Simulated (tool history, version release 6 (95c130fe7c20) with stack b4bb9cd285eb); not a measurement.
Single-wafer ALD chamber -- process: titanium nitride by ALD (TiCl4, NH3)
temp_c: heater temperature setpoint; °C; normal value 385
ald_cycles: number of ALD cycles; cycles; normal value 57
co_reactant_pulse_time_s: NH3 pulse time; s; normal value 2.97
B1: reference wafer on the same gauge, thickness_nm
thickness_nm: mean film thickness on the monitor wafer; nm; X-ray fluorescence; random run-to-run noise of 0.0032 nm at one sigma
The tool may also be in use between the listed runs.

run 1 hour=0.0 | temp_c=385 ald_cycles=57 co_reactant_pulse_time_s=2.97 | B1=1.441 | thickness_nm=1.284
run 2 hour=13.0 | temp_c=382 ald_cycles=57 co_reactant_pulse_time_s=2.97 | B1=1.439 | thickness_nm=1.287
run 3 hour=28.8 | temp_c=385 ald_cycles=57 co_reactant_pulse_time_s=2.97 | B1=1.439 | thickness_nm=1.275
run 4 hour=37.9 | temp_c=385 ald_cycles=57 co_reactant_pulse_time_s=2.97 | B1=1.439 | thickness_nm=1.280
run 5 hour=51.2 | temp_c=385 ald_cycles=59 co_reactant_pulse_time_s=2.97 | B1=1.439 | thickness_nm=1.320
run 6 hour=58.1 | temp_c=385 ald_cycles=59 co_reactant_pulse_time_s=2.97 | B1=1.438 | thickness_nm=1.330
run 7 hour=72.4 | temp_c=385 ald_cycles=61 co_reactant_pulse_time_s=3.22 | B1=1.438 | thickness_nm=1.377
run 8 hour=84.0 | temp_c=385 ald_cycles=61 co_reactant_pulse_time_s=3.22 | B1=1.438 | thickness_nm=1.378
run 9 hour=99.7 | temp_c=385 ald_cycles=61 co_reactant_pulse_time_s=3.22 | B1=1.437 | thickness_nm=1.378
run 10 hour=110.7 | temp_c=385 ald_cycles=57 co_reactant_pulse_time_s=2.09 | B1=1.436 | thickness_nm=1.250
run 11 hour=123.8 | temp_c=385 ald_cycles=54 co_reactant_pulse_time_s=2.97 | B1=1.436 | thickness_nm=1.214
run 12 hour=135.2 | temp_c=385 ald_cycles=54 co_reactant_pulse_time_s=2.97 | B1=1.436 | thickness_nm=1.214
-- hour=155.5 thermocouple changed; heater temperature recalibrated
run 13 hour=156.0 | temp_c=376 ald_cycles=57 co_reactant_pulse_time_s=3.80 | B1=1.437 | thickness_nm=1.286
run 14 hour=158.2 | temp_c=376 ald_cycles=57 co_reactant_pulse_time_s=3.80 | B1=1.436 | thickness_nm=1.284
run 15 hour=167.8 | temp_c=376 ald_cycles=57 co_reactant_pulse_time_s=3.80 | B1=1.436 | thickness_nm=1.292
run 16 hour=177.4 | temp_c=385 ald_cycles=57 co_reactant_pulse_time_s=3.52 | B1=1.435 | thickness_nm=1.292
-- hour=180.3 gauge calibrated
run 17 hour=185.0 | temp_c=374 ald_cycles=50 co_reactant_pulse_time_s=3.67 | B1=1.449 | thickness_nm=1.138
run 18 hour=214.1 | temp_c=385 ald_cycles=53 co_reactant_pulse_time_s=2.30 | B1=1.446 | thickness_nm=1.184
-- hour=238.8 showerhead replaced
run 19 hour=239.3 | temp_c=385 ald_cycles=57 co_reactant_pulse_time_s=3.85 | B1=1.444 | thickness_nm=1.297
run 20 hour=239.7 | temp_c=393 ald_cycles=57 co_reactant_pulse_time_s=2.41 | B1=1.442 | thickness_nm=1.277
run 21 hour=247.7 | temp_c=371 ald_cycles=48 co_reactant_pulse_time_s=2.47 | B1=1.442 | thickness_nm=1.047
run 22 hour=256.8 | temp_c=394 ald_cycles=67 co_reactant_pulse_time_s=2.97 | B1=1.442 | thickness_nm=1.522
run 23 hour=266.3 | temp_c=400 ald_cycles=64 co_reactant_pulse_time_s=2.36 | B1=1.441 | thickness_nm=1.442
run 24 hour=277.0 | temp_c=385 ald_cycles=53 co_reactant_pulse_time_s=2.97 | B1=1.441 | thickness_nm=1.196
run 25 hour=292.8 | temp_c=375 ald_cycles=67 co_reactant_pulse_time_s=1.99 | B1=1.440 | thickness_nm=1.451
run 26 hour=306.4 | temp_c=377 ald_cycles=57 co_reactant_pulse_time_s=3.86 | B1=1.440 | thickness_nm=1.294
run 27 hour=321.9 | temp_c=379 ald_cycles=53 co_reactant_pulse_time_s=3.43 | B1=1.439 | thickness_nm=1.195
run 28 hour=334.8 | temp_c=385 ald_cycles=59 co_reactant_pulse_time_s=2.97 | B1=1.440 | thickness_nm=1.322
run 29 hour=343.4 | temp_c=385 ald_cycles=54 co_reactant_pulse_time_s=2.97 | B1=1.439 | thickness_nm=1.210
run 30 hour=355.4 | temp_c=399 ald_cycles=62 co_reactant_pulse_time_s=2.61 | B1=1.439 | thickness_nm=1.401
run 31 hour=371.8 | temp_c=385 ald_cycles=57 co_reactant_pulse_time_s=2.97 | B1=1.437 | thickness_nm=1.277
run 32 hour=388.8 | temp_c=385 ald_cycles=57 co_reactant_pulse_time_s=2.09 | B1=1.437 | thickness_nm=1.255
run 33 hour=398.1 | temp_c=396 ald_cycles=68 co_reactant_pulse_time_s=2.97 | B1=1.437 | thickness_nm=1.544

Same runs, no hidden state in the tool, same run-to-run variation:
Unlogged tool condition in this case: wafer temperature above the value expected at the setpoint (K); gauge reads high (%).
run=1 thickness_nm=1.292
run=2 thickness_nm=1.295
run=3 thickness_nm=1.285
run=4 thickness_nm=1.290
run=5 thickness_nm=1.330
run=6 thickness_nm=1.341
run=7 thickness_nm=1.388
run=8 thickness_nm=1.390
run=9 thickness_nm=1.391
run=10 thickness_nm=1.261
run=11 thickness_nm=1.226
run=12 thickness_nm=1.226
run=13 thickness_nm=1.299
run=14 thickness_nm=1.296
run=15 thickness_nm=1.305
run=16 thickness_nm=1.305
run=17 thickness_nm=1.138
run=18 thickness_nm=1.187
run=19 thickness_nm=1.303
run=20 thickness_nm=1.283
run=21 thickness_nm=1.052
run=22 thickness_nm=1.530
run=23 thickness_nm=1.450
run=24 thickness_nm=1.203
run=25 thickness_nm=1.461
run=26 thickness_nm=1.303
run=27 thickness_nm=1.204
run=28 thickness_nm=1.332
run=29 thickness_nm=1.219
run=30 thickness_nm=1.413
run=31 thickness_nm=1.288
run=32 thickness_nm=1.266
run=33 thickness_nm=1.558

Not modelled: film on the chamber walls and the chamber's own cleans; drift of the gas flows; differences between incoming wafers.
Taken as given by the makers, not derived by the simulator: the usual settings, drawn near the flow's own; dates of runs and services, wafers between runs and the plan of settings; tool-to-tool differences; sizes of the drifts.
